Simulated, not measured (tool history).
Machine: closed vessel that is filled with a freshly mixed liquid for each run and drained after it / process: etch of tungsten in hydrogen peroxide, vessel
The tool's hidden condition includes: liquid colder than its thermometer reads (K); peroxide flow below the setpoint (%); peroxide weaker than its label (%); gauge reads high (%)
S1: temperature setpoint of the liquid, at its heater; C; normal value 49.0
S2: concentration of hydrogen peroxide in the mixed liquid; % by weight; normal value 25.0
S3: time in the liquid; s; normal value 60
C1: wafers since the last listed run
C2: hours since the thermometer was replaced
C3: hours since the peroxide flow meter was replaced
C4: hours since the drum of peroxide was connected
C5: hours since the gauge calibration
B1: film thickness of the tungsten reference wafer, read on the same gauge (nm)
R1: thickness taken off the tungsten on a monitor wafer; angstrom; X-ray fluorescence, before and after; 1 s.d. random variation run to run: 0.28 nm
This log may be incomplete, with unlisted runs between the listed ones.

run     day    S1    S2  S3    C1      C2      C3     C4     C5     B1      R1
  1   0.000  49.0  25.0  60     0  2464.6  1936.3  328.0  434.9  79.99   473.3
  2   1.312  49.0  25.0  60  2092  2496.1  1967.8  359.5  466.4  80.00   471.0
  3   2.367  49.0  25.0  60  1680  2521.4  1993.1  384.8  491.7  79.99   468.5
  4   3.488  49.0  25.0  60  1786  2548.3  2020.0  411.7  518.6  79.99   470.0
  5   4.267  49.0  25.0  60  1242  2567.0  2038.7  430.4  537.3  80.01   470.4
  6   5.325  49.0  25.0  60  1687  2592.4  2064.1  455.8  562.7  79.99   473.1
  7   6.388  49.0  25.0  60  1693  2617.9  2089.6  481.3  588.2  80.00   468.2
  8   7.204  49.0  25.0  60  1301  2637.5  2109.2  500.9  607.8  80.00   465.9
  9   8.688  49.0  25.0  60  2364  2673.1  2144.8  536.5  643.4  79.98   464.4
 10  10.238  49.0  25.0  60  2470  2710.3  2182.0  573.7  680.6  80.02   468.3
 11  11.625  49.0  25.0  60  2211  2743.6  2215.3  607.0  713.9  80.03   467.9
 12  12.604  49.0  25.0  60  1560  2767.1  2238.8  630.5  737.4  79.97   464.4
 13  14.100  49.0  25.0  60  2384  2803.0  2274.7  666.4  773.3  80.01   466.5
 14  14.938  43.0  28.5  85  1335  2823.1  2294.8  686.5  793.4  79.97   476.0
 15  16.075  52.0  20.0  30  1813  2850.4  2322.1  713.8  820.7  80.02   249.5
     16.138  -- gauge calibrated
     16.342  -- peroxide flow meter replaced
     17.133  -- new drum of peroxide connected
     17.171  -- thermometer replaced
 16  17.192  45.0  25.0  60  1590     0.5    20.4    1.4   25.3  80.03   426.8
 17  18.117  49.0  25.0  90  1474    22.7    42.6   23.6   47.5  80.00   820.7
 18  20.454  49.0  25.0  60  3726    78.8    98.7   79.7  103.6  80.01   547.7
 19  21.367  52.0  25.0  60  1454   100.7   120.6  101.6  125.5  80.01   650.1
 20  22.758  49.0  25.0  60  2218   134.1   154.0  135.0  158.9  80.02   542.6
 21  24.117  49.0  25.0  75  2165   166.7   186.6  167.6  191.5  79.99   679.6
 22  25.129  58.5  19.0  80  1614   191.0   210.9  191.9  215.8  79.99  1110.2
 23  25.704  43.0  28.5  85   916   204.8   224.7  205.7  229.6  80.00   561.0
 24  26.521  41.0  19.0  30  1301   224.4   244.3  225.3  249.2  80.01   141.9
 25  27.500  54.0  30.0  75  1560   247.9   267.8  248.8  272.7  80.03  1000.8
 26  28.679  49.0  25.0  60  1879   276.2   296.1  277.1  301.0  79.99   541.6
 27  29.667  40.5  30.0  30  1574   299.9   319.8  300.8  324.7  79.99   171.0
 28  30.600  49.0  18.5  35  1487   322.3   342.2  323.2  347.1  80.00   267.7
 29  31.292  41.0  25.0  75  1102   338.9   358.8  339.8  363.7  80.01   403.5

Branching from run 29: 5 alternative next runs. What would each branch give?
  A  31.321  45.5  25.0  60  46  339.6  359.5  340.5  364.4   ?   ?
  B  31.321  49.0  18.0  60  46  339.6  359.5  340.5  364.4   ?   ?
  C  31.321  49.0  25.0  95  46  339.6  359.5  340.5  364.4   ?   ?
  D  31.321  46.0  22.0  40  46  339.6  359.5  340.5  364.4   ?   ?
  E  31.321  55.5  21.0  45  46  339.6  359.5  340.5  364.4   ?   ?

run     B1     R1
  A  80.00  433.9
  B  80.00  457.9
  C  80.00  854.4
  D  80.00  280.0
  E  80.00  549.3
What these runs would have given with no unlogged condition in the tool:
run     R1
  A  442.7
  B  467.0
  C  871.4
  D  285.7
  E  559.8
